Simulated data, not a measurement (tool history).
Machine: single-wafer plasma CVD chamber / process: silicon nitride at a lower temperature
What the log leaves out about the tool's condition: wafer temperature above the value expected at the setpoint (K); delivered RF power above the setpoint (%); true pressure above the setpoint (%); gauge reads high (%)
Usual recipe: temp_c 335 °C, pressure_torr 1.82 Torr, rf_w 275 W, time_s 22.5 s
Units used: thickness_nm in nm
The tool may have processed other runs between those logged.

run	hour	temp_c	pressure_torr	rf_w	time_s	wafers since the last listed run	hours since the last thermocouple change	hours since the last RF generator calibration	hours since the last manometer calibration	hours since the showerhead was replaced	hours since the gauge calibration	read-back reference wafer on the same gauge, thickness_nm	thickness_nm
1	0	335	1.92	275	22.5	0	711.7	2184.6	157.4	8151.6	1200	23.139	25.735
2	71.4	335	1.82	275	22.5	2356	783.1	2256	228.8	8223	1271.4	23.14	25.133
3	117.1	335	1.82	275	22.5	1508	828.8	2301.7	274.5	8268.7	1317.1	23.142	25.534
# hour 177.4: RF generator calibrated
4	194.8	335	1.82	275	22.5	2300	906.5	17.4	352.2	8346.4	1394.8	23.108	26.21
5	234.4	335	2.14	275	22.5	1307	946.1	57	391.8	8386	1434.4	23.055	26.958
6	319.7	335	1.82	295	22.5	2815	1031.4	142.3	477.1	8471.3	1519.7	23.115	27.011
7	403.1	335	1.55	255	22.5	2752	1114.8	225.7	560.5	8554.7	1603.1	23.121	24.505
# hour 479.9: showerhead replaced
8	510.3	335	1.55	255	22.5	3274	1222	332.9	667.7	30.4	1710.3	23.066	24.283
9	588.3	335	1.82	275	26.8	2574	1300	410.9	745.7	108.4	1788.3	23.11	30.92
# hour 617.9: gauge calibrated
10	636.2	335	1.82	245	24.6	1581	1347.9	458.8	793.6	156.3	18.3	23.147	26.587
# hour 709: thermocouple changed; heater temperature recalibrated
11	742	323	1.43	315	22.5	3228	33	564.6	899.4	262.1	124.1	23.092	26.196
12	791.5	335	2	275	22.5	1633	82.5	614.1	948.9	311.6	173.6	23.098	26.242
13	827.9	335	1.82	275	22.5	1201	118.9	650.5	985.3	348	210	23.103	26.09
14	963.2	335	2.17	275	23.8	4465	254.2	785.8	1120.6	483.3	345.3	23.097	28.114
15	1036	341	2.12	245	22.5	2402	327	858.6	1193.4	556.1	418.1	23.143	25.142
16	1075	335	1.82	275	22.5	1287	366	897.6	1232.4	595.1	457.1	23.077	25.627
# hour 1174: capacitance manometer re-zeroed and calibrated
17	1384.9	335	1.82	275	22.5	9964	675.9	1207.5	210.9	905	767	23.113	25.373
18	1449.9	327	1.42	325	18.1	2145	740.9	1272.5	275.9	970	832	23.075	21.38
19	1529.2	329	2.12	275	22.5	2617	820.2	1351.8	355.2	1049.3	911.3	23.096	26.437
20	1606.1	335	1.82	320	22.5	2538	897.1	1428.7	432.1	1126.2	988.2	23.128	27.065
21	1693	335	1.82	275	22.5	2868	984	1515.6	519	1213.1	1075.1	23.054	25.396
22	1755.9	335	1.82	275	20.7	2076	1046.9	1578.5	581.9	1276	1138	23.092	23.648
23	1844.3	335	1.82	275	22.5	2917	1135.3	1666.9	670.3	1364.4	1226.4	23.104	25.332
24	1901.8	335	1.82	245	24.6	1897	1192.8	1724.4	727.8	1421.9	1283.9	23.105	26.454
25	1964	335	1.82	275	22.5	2053	1255	1786.6	790	1484.1	1346.1	23.067	25.215
26	2024.6	335	1.82	305	22.5	2000	1315.6	1847.2	850.6	1544.7	1406.7	23.12	26.726
27	2090.1	335	1.67	275	22.5	2161	1381.1	1912.7	916.1	1610.2	1472.2	23.103	24.926
# hour 2141.9: gauge calibrated
# hour 2254.7: thermocouple changed; heater temperature recalibrated
28	2287.1	335	2.18	275	18.7	6238	32.4	2109.7	1113.1	1807.2	145.2	23.11	22.009

Each row is a separate what-if for the run after 28, all from the same tool condition, not one after another. Results?
A	2287.5	335	1.82	275	22.5	13	32.8	2110.1	1113.5	1807.6	145.6	?	?
B	2287.5	335	1.95	290	25.6	13	32.8	2110.1	1113.5	1807.6	145.6	?	?
C	2287.5	335	2.04	240	19.6	13	32.8	2110.1	1113.5	1807.6	145.6	?	?
D	2287.5	345	1.82	275	18.2	13	32.8	2110.1	1113.5	1807.6	145.6	?	?

run	read-back reference wafer on the same gauge, thickness_nm	thickness_nm
A	23.062	25.543
B	23.062	30.163
C	23.062	21.445
D	23.062	20.605
Take away the tool's hidden state, keep each run's random variation, and the runs would have read:
run	thickness_nm
A	26.415
B	31.166
C	22.181
D	21.308

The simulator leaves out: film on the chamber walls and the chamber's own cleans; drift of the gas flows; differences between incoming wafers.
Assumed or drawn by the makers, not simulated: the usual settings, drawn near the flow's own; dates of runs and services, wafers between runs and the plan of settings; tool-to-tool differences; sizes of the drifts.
